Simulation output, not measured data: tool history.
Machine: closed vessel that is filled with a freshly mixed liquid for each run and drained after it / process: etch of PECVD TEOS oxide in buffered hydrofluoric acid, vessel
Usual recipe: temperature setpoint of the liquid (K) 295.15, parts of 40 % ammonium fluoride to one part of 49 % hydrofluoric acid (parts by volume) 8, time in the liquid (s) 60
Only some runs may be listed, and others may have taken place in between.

| run | day | temperature setpoint of the liquid (K) | parts of 40 % ammonium fluoride to one part of 49 % hydrofluoric acid (parts by volume) | time in the liquid (s) | read-back film thickness of the PECVD TEOS oxide reference wafer, read on the same gauge (nm) | thickness taken off the PECVD TEOS oxide on a monitor wafer (Å) |
|---|---|---|---|---|---|---|
| 1 | 0 | 295.15 | 10 | 60 | 60.03 | 1148.8 |
| 2 | 2.254 | 295.15 | 10 | 60 | 59.98 | 1144.8 |
| 3 | 3.408 | 295.15 | 8 | 60 | 60.01 | 1375 |
| 4 | 4.525 | 295.15 | 8 | 60 | 59.98 | 1391.1 |
| 5 | 6.142 | 295.15 | 8 | 60 | 59.98 | 1397.6 |
| 6 | 8.917 | 295.15 | 8 | 60 | 60.02 | 1371.3 |
| 7 | 10.692 | 295.15 | 8 | 60 | 59.99 | 1400.7 |
| 8 | 12.283 | 291.15 | 8 | 60 | 59.99 | 1116.5 |
| 9 | 16.571 | 291.15 | 8 | 60 | 59.98 | 1138.4 |
| 10 | 17.871 | 295.15 | 8 | 60 | 60 | 1416 |
|  | 18.133 | gauge calibrated |
| 11 | 19.608 | 294.15 | 8 | 60 | 59.99 | 1351 |
|  | 21.217 | hydrofluoric acid flow meter replaced |
| 12 | 22.375 | 295.15 | 9.5 | 60 | 60.02 | 1217.7 |
| 13 | 23.821 | 295.15 | 9.5 | 60 | 60.02 | 1213.2 |
| 14 | 25.45 | 295.15 | 9.5 | 60 | 59.99 | 1216.1 |
| 15 | 26.875 | 297.65 | 7 | 75 | 59.99 | 2332.7 |
| 16 | 29.621 | 292.65 | 8 | 85 | 60 | 1745.7 |
| 17 | 31.542 | 295.15 | 10.5 | 60 | 60.02 | 1124.6 |
| 18 | 34.079 | 295.15 | 11 | 30 | 59.99 | 543 |
| 19 | 36.217 | 295.15 | 8 | 60 | 60.02 | 1431.9 |
| 20 | 39.142 | 295.15 | 5.5 | 30 | 60.01 | 1015.5 |
| 21 | 41.829 | 295.15 | 8 | 60 | 59.99 | 1454.2 |
|  | 42.2 | thermometer replaced |
| 22 | 43.7 | 298.15 | 8 | 45 | 60.01 | 1136.2 |
| 23 | 44.833 | 295.15 | 6.5 | 50 | 59.99 | 1308.4 |
| 24 | 47.212 | 295.15 | 8 | 60 | 60 | 1301.9 |

What does the tool deliver on the next run?
| 25 | 51.25 | 298.65 | 10.5 | 30 | ? | ? |

{"run 25": {"read-back film thickness of the PECVD TEOS oxide reference wafer, read on the same gauge (nm)": 60.02, "thickness taken off the PECVD TEOS oxide on a monitor wafer (Å)": 620.3}}
With no hidden state in the tool, this same run would have given thickness taken off the PECVD TEOS oxide on a monitor wafer (Å) 591.2.

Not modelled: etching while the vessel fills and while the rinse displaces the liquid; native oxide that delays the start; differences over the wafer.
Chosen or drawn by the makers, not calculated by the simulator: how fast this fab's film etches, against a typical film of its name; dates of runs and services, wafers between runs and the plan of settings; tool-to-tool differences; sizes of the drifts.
